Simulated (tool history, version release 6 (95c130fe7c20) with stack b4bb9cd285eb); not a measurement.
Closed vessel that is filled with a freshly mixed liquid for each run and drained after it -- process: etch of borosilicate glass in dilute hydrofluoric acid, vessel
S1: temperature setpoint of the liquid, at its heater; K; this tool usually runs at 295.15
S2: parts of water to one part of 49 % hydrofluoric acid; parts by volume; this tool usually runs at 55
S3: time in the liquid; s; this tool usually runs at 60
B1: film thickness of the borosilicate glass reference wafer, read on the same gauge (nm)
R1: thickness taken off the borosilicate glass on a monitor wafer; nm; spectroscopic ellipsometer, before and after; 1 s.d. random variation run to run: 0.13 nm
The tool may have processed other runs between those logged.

run   hour      S1  S2  S3     B1     R1
  1    0.0  295.15  55  60  38.71  24.41
  2   60.3  295.15  55  60  38.70  24.09
      61.9  -- thermometer replaced
  3   89.8  295.15  60  60  38.65  21.80
  4  142.8  295.15  60  60  38.66  22.24
  5  174.4  298.65  55  60  38.63  27.88
     218.1  -- gauge calibrated
  6  220.6  298.65  55  60  40.01  28.56
  7  253.5  295.15  55  60  39.84  24.79
  8  290.1  295.15  55  60  39.66  24.65
  9  326.6  295.15  55  60  39.56  24.98
 10  352.3  295.15  55  60  39.46  24.53
 11  377.3  295.15  55  60  39.37  24.65
 12  408.7  295.15  55  60  39.29  24.51
 13  456.4  295.15  55  60  39.19  24.47
 14  520.7  295.15  55  60  39.05  24.25
 15  550.3  298.15  70  35  39.05  12.40
 16  601.0  290.65  70  60  38.94  15.58
     664.5  -- hydrofluoric acid flow meter replaced
 17  765.7  295.15  35  70  38.78  45.31
 18  833.2  293.15  35  40  38.73  23.61

What does the tool deliver on the next run?
 19  901.2  296.65  55  40   ?   ?

Run 19 measured B1 38.69, R1 17.30 nm.
With no hidden state in the tool, this same run would have given R1 17.88 nm.
